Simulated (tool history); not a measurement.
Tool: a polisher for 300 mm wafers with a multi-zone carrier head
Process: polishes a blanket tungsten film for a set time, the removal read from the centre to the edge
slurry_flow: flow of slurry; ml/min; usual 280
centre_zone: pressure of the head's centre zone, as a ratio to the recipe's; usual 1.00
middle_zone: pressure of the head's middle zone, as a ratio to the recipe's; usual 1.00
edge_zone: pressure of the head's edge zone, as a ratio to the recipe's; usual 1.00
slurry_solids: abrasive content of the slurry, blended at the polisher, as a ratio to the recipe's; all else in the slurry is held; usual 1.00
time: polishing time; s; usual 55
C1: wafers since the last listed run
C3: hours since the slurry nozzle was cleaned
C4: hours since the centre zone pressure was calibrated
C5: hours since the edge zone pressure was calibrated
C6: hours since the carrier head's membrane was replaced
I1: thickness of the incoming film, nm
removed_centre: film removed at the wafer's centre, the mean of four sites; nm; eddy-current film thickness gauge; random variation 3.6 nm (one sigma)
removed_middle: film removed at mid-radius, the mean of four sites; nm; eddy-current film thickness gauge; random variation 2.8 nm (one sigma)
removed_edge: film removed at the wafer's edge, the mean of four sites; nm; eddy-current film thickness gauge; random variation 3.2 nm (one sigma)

{"run": 1, "day": 0.0, "slurry_flow": 280, "centre_zone": 1.0, "middle_zone": 1.0, "edge_zone": 1.0, "slurry_solids": 1.0, "time": 55, "C1": 0, "wafers polished on this pad": 3432, "C3": 376.4, "C4": 169.6, "C5": 610.4, "C6": 1728.4, "I1": 934.0, "removed_centre": 258.5, "removed_middle": 261.8, "removed_edge": 255.0}
{"day": 0.7, "done": "edge zone pressure recalibrated"}
{"day": 1.85, "done": "carrier head's membrane replaced by a new one"}
{"run": 2, "day": 2.208, "slurry_flow": 280, "centre_zone": 1.0, "middle_zone": 1.0, "edge_zone": 1.0, "slurry_solids": 1.0, "time": 55, "C1": 591, "wafers polished on this pad": 4024, "C3": 429.4, "C4": 222.6, "C5": 36.2, "C6": 8.6, "I1": 931.7, "removed_centre": 253.7, "removed_middle": 252.8, "removed_edge": 248.2}
{"day": 2.558, "done": "worn pad replaced by a new one"}
{"run": 3, "day": 4.233, "slurry_flow": 280, "centre_zone": 1.0, "middle_zone": 1.0, "edge_zone": 1.09, "slurry_solids": 1.0, "time": 55, "C1": 573, "wafers polished on this pad": 516, "C3": 478.0, "C4": 271.2, "C5": 84.8, "C6": 57.2, "I1": 937.5, "removed_centre": 270.1, "removed_middle": 273.4, "removed_edge": 279.0}
{"run": 4, "day": 5.521, "slurry_flow": 280, "centre_zone": 1.0, "middle_zone": 1.0, "edge_zone": 1.09, "slurry_solids": 1.0, "time": 55, "C1": 397, "wafers polished on this pad": 913, "C3": 508.9, "C4": 302.1, "C5": 115.7, "C6": 88.1, "I1": 938.7, "removed_centre": 267.4, "removed_middle": 273.1, "removed_edge": 276.2}
{"run": 5, "day": 8.092, "slurry_flow": 280, "centre_zone": 1.0, "middle_zone": 1.0, "edge_zone": 1.0, "slurry_solids": 1.0, "time": 55, "C1": 793, "wafers polished on this pad": 1707, "C3": 570.6, "C4": 363.8, "C5": 177.4, "C6": 149.8, "I1": 947.5, "removed_centre": 260.6, "removed_middle": 275.0, "removed_edge": 262.0}
{"day": 9.575, "done": "slurry nozzle cleaned"}
{"run": 6, "day": 9.958, "slurry_flow": 280, "centre_zone": 1.0, "middle_zone": 0.88, "edge_zone": 1.0, "slurry_solids": 1.0, "time": 64, "C1": 563, "wafers polished on this pad": 2270, "C3": 9.2, "C4": 408.6, "C5": 222.2, "C6": 194.6, "I1": 923.2, "removed_centre": 301.5, "removed_middle": 281.4, "removed_edge": 299.0}
{"run": 7, "day": 11.133, "slurry_flow": 280, "centre_zone": 1.0, "middle_zone": 1.0, "edge_zone": 1.0, "slurry_solids": 1.0, "time": 55, "C1": 362, "wafers polished on this pad": 2633, "C3": 37.4, "C4": 436.8, "C5": 250.4, "C6": 222.8, "I1": 952.9, "removed_centre": 256.1, "removed_middle": 266.9, "removed_edge": 255.9}
{"run": 8, "day": 12.921, "slurry_flow": 280, "centre_zone": 0.91, "middle_zone": 0.9, "edge_zone": 0.96, "slurry_solids": 1.0, "time": 46, "C1": 551, "wafers polished on this pad": 3184, "C3": 80.3, "C4": 479.7, "C5": 293.3, "C6": 265.7, "I1": 943.3, "removed_centre": 191.4, "removed_middle": 203.1, "removed_edge": 207.5}
{"run": 9, "day": 15.633, "slurry_flow": 280, "centre_zone": 1.0, "middle_zone": 1.0, "edge_zone": 1.0, "slurry_solids": 1.0, "time": 55, "C1": 837, "wafers polished on this pad": 4021, "C3": 145.4, "C4": 544.8, "C5": 358.4, "C6": 330.8, "I1": 941.9, "removed_centre": 235.6, "removed_middle": 250.1, "removed_edge": 252.0}
{"day": 17.538, "done": "worn pad replaced by a new one"}
{"run": 10, "day": 18.033, "slurry_flow": 280, "centre_zone": 1.0, "middle_zone": 1.0, "edge_zone": 1.1, "slurry_solids": 1.0, "time": 55, "C1": 689, "wafers polished on this pad": 153, "C3": 203.0, "C4": 602.4, "C5": 416.0, "C6": 388.4, "I1": 956.0, "removed_centre": 265.8, "removed_middle": 278.7, "removed_edge": 281.1}
{"run": 11, "day": 20.596, "slurry_flow": 280, "centre_zone": 1.0, "middle_zone": 1.0, "edge_zone": 1.0, "slurry_solids": 1.0, "time": 55, "C1": 790, "wafers polished on this pad": 943, "C3": 264.5, "C4": 663.9, "C5": 477.5, "C6": 449.9, "I1": 937.7, "removed_centre": 256.7, "removed_middle": 272.9, "removed_edge": 271.7}
{"run": 12, "day": 22.958, "slurry_flow": 280, "centre_zone": 0.92, "middle_zone": 1.0, "edge_zone": 1.11, "slurry_solids": 0.85, "time": 55, "C1": 729, "wafers polished on this pad": 1672, "C3": 321.2, "C4": 720.6, "C5": 534.2, "C6": 506.6, "I1": 960.1, "removed_centre": 232.6, "removed_middle": 268.3, "removed_edge": 270.3}
{"run": 13, "day": 25.712, "slurry_flow": 280, "centre_zone": 1.05, "middle_zone": 1.0, "edge_zone": 1.05, "slurry_solids": 1.0, "time": 55, "C1": 849, "wafers polished on this pad": 2522, "C3": 387.3, "C4": 786.7, "C5": 600.3, "C6": 572.7, "I1": 929.0, "removed_centre": 256.5, "removed_middle": 272.6, "removed_edge": 269.9}
{"day": 26.488, "done": "edge zone pressure recalibrated"}
{"run": 14, "day": 27.821, "slurry_flow": 220, "centre_zone": 0.93, "middle_zone": 1.0, "edge_zone": 1.0, "slurry_solids": 1.0, "time": 49, "C1": 624, "wafers polished on this pad": 3147, "C3": 437.9, "C4": 837.3, "C5": 32.0, "C6": 623.3, "I1": 937.9, "removed_centre": 193.9, "removed_middle": 230.4, "removed_edge": 223.7}
{"run": 15, "day": 29.646, "slurry_flow": 280, "centre_zone": 0.89, "middle_zone": 1.0, "edge_zone": 1.0, "slurry_solids": 1.0, "time": 55, "C1": 563, "wafers polished on this pad": 3710, "C3": 481.7, "C4": 881.1, "C5": 75.8, "C6": 667.1, "I1": 939.5, "removed_centre": 207.2, "removed_middle": 256.7, "removed_edge": 258.0}
{"run": 16, "day": 32.342, "slurry_flow": 280, "centre_zone": 1.0, "middle_zone": 1.0, "edge_zone": 1.0, "slurry_solids": 1.0, "time": 55, "C1": 831, "wafers polished on this pad": 4542, "C3": 546.4, "C4": 945.8, "C5": 140.5, "C6": 731.8, "I1": 948.7, "removed_centre": 220.3, "removed_middle": 250.5, "removed_edge": 238.9}
{"day": 32.888, "done": "centre zone pressure recalibrated"}
{"run": 17, "day": 33.371, "slurry_flow": 280, "centre_zone": 1.06, "middle_zone": 1.0, "edge_zone": 1.0, "slurry_solids": 1.25, "time": 55, "C1": 291, "wafers polished on this pad": 4834, "C3": 571.1, "C4": 11.6, "C5": 165.2, "C6": 756.5, "I1": 938.5, "removed_centre": 268.6, "removed_middle": 257.5, "removed_edge": 250.1}
{"day": 34.475, "done": "worn pad replaced by a new one"}
{"run": 18, "day": 36.104, "slurry_flow": 280, "centre_zone": 1.0, "middle_zone": 1.08, "edge_zone": 1.0, "slurry_solids": 1.0, "time": 55, "C1": 792, "wafers polished on this pad": 502, "C3": 636.7, "C4": 77.2, "C5": 230.8, "C6": 822.1, "I1": 922.0, "removed_centre": 270.0, "removed_middle": 292.5, "removed_edge": 262.7}
{"day": 36.996, "done": "slurry nozzle cleaned"}
{"run": 19, "day": 38.588, "slurry_flow": 245, "centre_zone": 1.0, "middle_zone": 0.96, "edge_zone": 1.11, "slurry_solids": 1.0, "time": 64, "C1": 753, "wafers polished on this pad": 1255, "C3": 38.2, "C4": 136.8, "C5": 290.4, "C6": 881.7, "I1": 941.9, "removed_centre": 302.9, "removed_middle": 304.2, "removed_edge": 324.9}
{"run": 20, "day": 44.454, "slurry_flow": 280, "centre_zone": 1.0, "middle_zone": 1.0, "edge_zone": 0.92, "slurry_solids": 1.0, "time": 55, "C1": 1810, "wafers polished on this pad": 3066, "C3": 179.0, "C4": 277.6, "C5": 431.2, "C6": 1022.5, "I1": 939.5, "removed_centre": 259.9, "removed_middle": 267.0, "removed_edge": 251.3}
{"run": 21, "day": 46.967, "slurry_flow": 280, "centre_zone": 0.96, "middle_zone": 0.97, "edge_zone": 1.0, "slurry_solids": 1.0, "time": 55, "C1": 775, "wafers polished on this pad": 3841, "C3": 239.3, "C4": 337.9, "C5": 491.5, "C6": 1082.8, "I1": 950.6, "removed_centre": 240.8, "removed_middle": 251.2, "removed_edge": 250.3}
{"run": 22, "day": 49.808, "slurry_flow": 280, "centre_zone": 0.89, "middle_zone": 1.0, "edge_zone": 0.89, "slurry_solids": 1.2, "time": 55, "C1": 876, "wafers polished on this pad": 4718, "C3": 307.5, "C4": 406.1, "C5": 559.7, "C6": 1151.0, "I1": 936.6, "removed_centre": 218.5, "removed_middle": 254.7, "removed_edge": 237.5}

3 ways to go on from here, each from the tool as it stands after run 22. What would each give?
{"run": "A", "day": 49.825, "slurry_flow": 310, "centre_zone": 1.0, "middle_zone": 1.0, "edge_zone": 1.0, "slurry_solids": 1.0, "time": 55, "C1": 5, "wafers polished on this pad": 4723, "C3": 307.9, "C4": 406.5, "C5": 560.1, "C6": 1151.4, "I1": 923.5, "removed_centre": "?", "removed_middle": "?", "removed_edge": "?"}
{"run": "B", "day": 49.825, "slurry_flow": 280, "centre_zone": 0.94, "middle_zone": 0.92, "edge_zone": 1.0, "slurry_solids": 1.2, "time": 55, "C1": 5, "wafers polished on this pad": 4723, "C3": 307.9, "C4": 406.5, "C5": 560.1, "C6": 1151.4, "I1": 923.5, "removed_centre": "?", "removed_middle": "?", "removed_edge": "?"}
{"run": "C", "day": 49.825, "slurry_flow": 280, "centre_zone": 0.96, "middle_zone": 1.0, "edge_zone": 0.92, "slurry_solids": 1.0, "time": 55, "C1": 5, "wafers polished on this pad": 4723, "C3": 307.9, "C4": 406.5, "C5": 560.1, "C6": 1151.4, "I1": 923.5, "removed_centre": "?", "removed_middle": "?", "removed_edge": "?"}

run=A removed_centre=240.6 removed_middle=249.9 removed_edge=244.8
run=B removed_centre=234.0 removed_middle=240.7 removed_edge=252.3
run=C removed_centre=229.9 removed_middle=247.6 removed_edge=235.1
Without the tool's hidden state the same runs would have given:
run=A removed_centre=280.3 removed_middle=283.0 removed_edge=277.3
run=B removed_centre=272.7 removed_middle=272.6 removed_edge=285.8
run=C removed_centre=267.9 removed_middle=280.5 removed_edge=266.3

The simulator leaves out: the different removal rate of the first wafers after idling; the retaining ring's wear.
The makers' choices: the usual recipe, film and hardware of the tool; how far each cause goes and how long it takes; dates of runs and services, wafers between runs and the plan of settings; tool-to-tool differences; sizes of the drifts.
